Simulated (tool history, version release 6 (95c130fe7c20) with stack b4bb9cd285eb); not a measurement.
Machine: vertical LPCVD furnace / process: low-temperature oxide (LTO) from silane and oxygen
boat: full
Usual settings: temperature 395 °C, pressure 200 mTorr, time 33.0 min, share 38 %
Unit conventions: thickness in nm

| run | hour | temperature | pressure | time | share | wafers since the last listed run | hours since the last temperature calibration | hours since the pressure gauge was zeroed | hours since the silane flow controller was replaced | hours since the gauge calibration | read-back reference wafer on the same gauge, thickness | thickness |
|---|---|---|---|---|---|---|---|---|---|---|---|---|
| 1 | 0.0 | 395 | 200 | 29.5 | 38 | 0 | 647.9 | 1943.0 | 4593.8 | 883.3 | 259.07 | 206.21 |
| 2 | 91.5 | 395 | 200 | 29.5 | 38 | 1697 | 739.4 | 2034.5 | 4685.3 | 974.8 | 258.88 | 206.51 |
| 3 | 152.7 | 395 | 200 | 29.5 | 38 | 1135 | 800.6 | 2095.7 | 4746.5 | 1036.0 | 258.98 | 205.13 |
| 4 | 223.5 | 395 | 200 | 33.0 | 38 | 1313 | 871.4 | 2166.5 | 4817.3 | 1106.8 | 258.92 | 231.11 |
| 5 | 260.4 | 395 | 200 | 33.0 | 38 | 684 | 908.3 | 2203.4 | 4854.2 | 1143.7 | 259.01 | 230.82 |
| 6 | 373.5 | 395 | 200 | 33.0 | 38 | 2098 | 1021.4 | 2316.5 | 4967.3 | 1256.8 | 258.94 | 231.43 |
| 7 | 443.8 | 395 | 200 | 33.0 | 38 | 1304 | 1091.7 | 2386.8 | 5037.6 | 1327.1 | 259.11 | 231.34 |
| 8 | 492.8 | 395 | 200 | 33.0 | 38 | 908 | 1140.7 | 2435.8 | 5086.6 | 1376.1 | 258.93 | 229.88 |
| 9 | 572.4 | 395 | 200 | 33.0 | 38 | 1476 | 1220.3 | 2515.4 | 5166.2 | 1455.7 | 258.92 | 231.24 |
| 10 | 671.3 | 395 | 200 | 33.0 | 36 | 1834 | 1319.2 | 2614.3 | 5265.1 | 1554.6 | 259.02 | 214.86 |
| 11 | 764.9 | 395 | 200 | 33.0 | 36 | 1736 | 1412.8 | 2707.9 | 5358.7 | 1648.2 | 258.88 | 214.83 |
| 12 | 837.5 | 395 | 200 | 33.0 | 36 | 1346 | 1485.4 | 2780.5 | 5431.3 | 1720.8 | 258.94 | 215.36 |
|  | 899.8 | silane flow controller replaced |
| 13 | 936.1 | 395 | 200 | 36.5 | 38 | 1383 | 1584.0 | 2879.1 | 36.3 | 1819.4 | 258.90 | 268.25 |
| 14 | 994.6 | 395 | 200 | 33.0 | 38 | 1085 | 1642.5 | 2937.6 | 94.8 | 1877.9 | 258.81 | 242.08 |
| 15 | 1089.9 | 388 | 180 | 33.0 | 34 | 1767 | 1737.8 | 3032.9 | 190.1 | 1973.2 | 259.00 | 173.49 |
| 16 | 1169.7 | 395 | 215 | 33.0 | 38 | 1480 | 1817.6 | 3112.7 | 269.9 | 2053.0 | 259.06 | 260.10 |
| 17 | 1216.9 | 387 | 200 | 33.0 | 38 | 875 | 1864.8 | 3159.9 | 317.1 | 2100.2 | 259.05 | 220.90 |
|  | 1246.0 | pressure gauge zeroed |
| 18 | 1277.6 | 388 | 180 | 33.0 | 34 | 680 | 1925.5 | 31.6 | 377.8 | 2160.9 | 259.03 | 172.74 |
| 19 | 1332.0 | 400 | 200 | 44.5 | 33 | 1009 | 1979.9 | 86.0 | 432.2 | 2215.3 | 259.02 | 284.69 |
| 20 | 1410.7 | 395 | 200 | 33.0 | 38 | 1459 | 2058.6 | 164.7 | 510.9 | 2294.0 | 259.01 | 241.10 |
|  | 1454.2 | thermocouples replaced and temperature profile calibrated |
| 21 | 1494.2 | 395 | 200 | 33.0 | 31 | 1103 | 40.0 | 248.2 | 594.4 | 2377.5 | 259.04 | 179.00 |
| 22 | 1548.5 | 395 | 200 | 33.0 | 38 | 1007 | 94.3 | 302.5 | 648.7 | 2431.8 | 258.99 | 238.23 |
|  | 1651.8 | gauge calibrated |
| 23 | 1653.4 | 395 | 200 | 33.0 | 36 | 1945 | 199.2 | 407.4 | 753.6 | 1.6 | 259.04 | 221.21 |
| 24 | 1715.1 | 395 | 220 | 33.0 | 38 | 1144 | 260.9 | 469.1 | 815.3 | 63.3 | 258.99 | 259.70 |
| 25 | 1820.7 | 386 | 235 | 20.0 | 35 | 1958 | 366.5 | 574.7 | 920.9 | 168.9 | 258.96 | 135.85 |
| 26 | 1906.7 | 392 | 200 | 33.0 | 42 | 1595 | 452.5 | 660.7 | 1006.9 | 254.9 | 259.04 | 259.71 |
| 27 | 1981.5 | 395 | 200 | 33.0 | 38 | 1387 | 527.3 | 735.5 | 1081.7 | 329.7 | 258.92 | 236.81 |
| 28 | 2130.6 | 395 | 185 | 33.0 | 41 | 2765 | 676.4 | 884.6 | 1230.8 | 478.8 | 258.98 | 240.21 |
| 29 | 2232.1 | 404 | 200 | 33.0 | 34 | 1882 | 777.9 | 986.1 | 1332.3 | 580.3 | 259.04 | 225.12 |

Branching from run 29: 3 alternative next runs. What would each branch give?
| A | 2236.6 | 395 | 200 | 40.0 | 38 | 83 | 782.4 | 990.6 | 1336.8 | 584.8 | ? | ? |
| B | 2236.6 | 399 | 200 | 26.0 | 38 | 83 | 782.4 | 990.6 | 1336.8 | 584.8 | ? | ? |
| C | 2236.6 | 395 | 150 | 22.5 | 36 | 83 | 782.4 | 990.6 | 1336.8 | 584.8 | ? | ? |

| run | read-back reference wafer on the same gauge, thickness | thickness |
|---|---|---|
| A | 259.04 | 286.34 |
| B | 259.04 | 194.80 |
| C | 259.04 | 112.42 |
Stripped of hidden state, with their random variation kept, the same runs would have yielded:
| run | thickness |
|---|---|
| A | 292.83 |
| B | 199.16 |
| C | 115.17 |
